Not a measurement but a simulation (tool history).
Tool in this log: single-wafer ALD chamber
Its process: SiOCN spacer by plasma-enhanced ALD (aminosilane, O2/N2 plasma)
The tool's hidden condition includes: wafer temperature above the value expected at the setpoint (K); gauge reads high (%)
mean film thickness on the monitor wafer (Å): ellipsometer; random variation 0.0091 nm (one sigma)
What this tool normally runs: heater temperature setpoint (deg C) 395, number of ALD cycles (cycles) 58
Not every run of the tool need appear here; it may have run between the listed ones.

run	hour	heater temperature setpoint (deg C)	number of ALD cycles (cycles)	wafers since the last listed run	hours since the last thermocouple change	hours since the gauge calibration	read-back reference wafer on the same gauge, thickness_nm	mean film thickness on the monitor wafer (Å)
1	0	395	58	0	1871.4	223.5	3.273	36.59
2	58.2	390	53	299	1929.6	281.7	3.283	33.49
3	84.8	390	53	136	1956.2	308.3	3.282	33.63
4	147.3	395	58	321	2018.7	370.8	3.291	36.8
5	194.9	395	58	245	2066.3	418.4	3.292	36.76
6	400.4	402	58	1058	2271.8	623.9	3.308	36.91
7	429.8	402	58	151	2301.2	653.3	3.306	36.87
8	496.9	395	64	345	2368.3	720.4	3.312	40.78
9	548.2	395	58	264	2419.6	771.7	3.315	36.98
10	584.9	395	58	189	2456.3	808.4	3.315	37.2
# hour 626.9: thermocouple changed; heater temperature recalibrated
11	651.8	395	58	303	24.9	875.3	3.315	37.06
12	684	401	58	165	57.1	907.5	3.315	37.13
13	751.2	405	66	346	124.3	974.7	3.319	41.77
# hour 803.9: gauge calibrated
14	811.8	404	48	312	184.9	7.9	3.245	29.74
15	842.8	401	65	159	215.9	38.9	3.249	40.72
16	885.5	395	58	219	258.6	81.6	3.26	36.52
17	944.3	408	67	302	317.4	140.4	3.269	41.39
18	1003.9	409	53	306	377	200	3.278	32.77
19	1062.7	383	49	302	435.8	258.8	3.285	30.99

Estimate the outcome of run 20 from the log above:
20	1104.2	388	69	213	477.3	300.3	?	?

read-back reference wafer on the same gauge, thickness_nm: 3.294
mean film thickness on the monitor wafer (Å): 43.99
Minus the tool's unlogged condition, the same run would have read mean film thickness on the monitor wafer (Å) 43.29.

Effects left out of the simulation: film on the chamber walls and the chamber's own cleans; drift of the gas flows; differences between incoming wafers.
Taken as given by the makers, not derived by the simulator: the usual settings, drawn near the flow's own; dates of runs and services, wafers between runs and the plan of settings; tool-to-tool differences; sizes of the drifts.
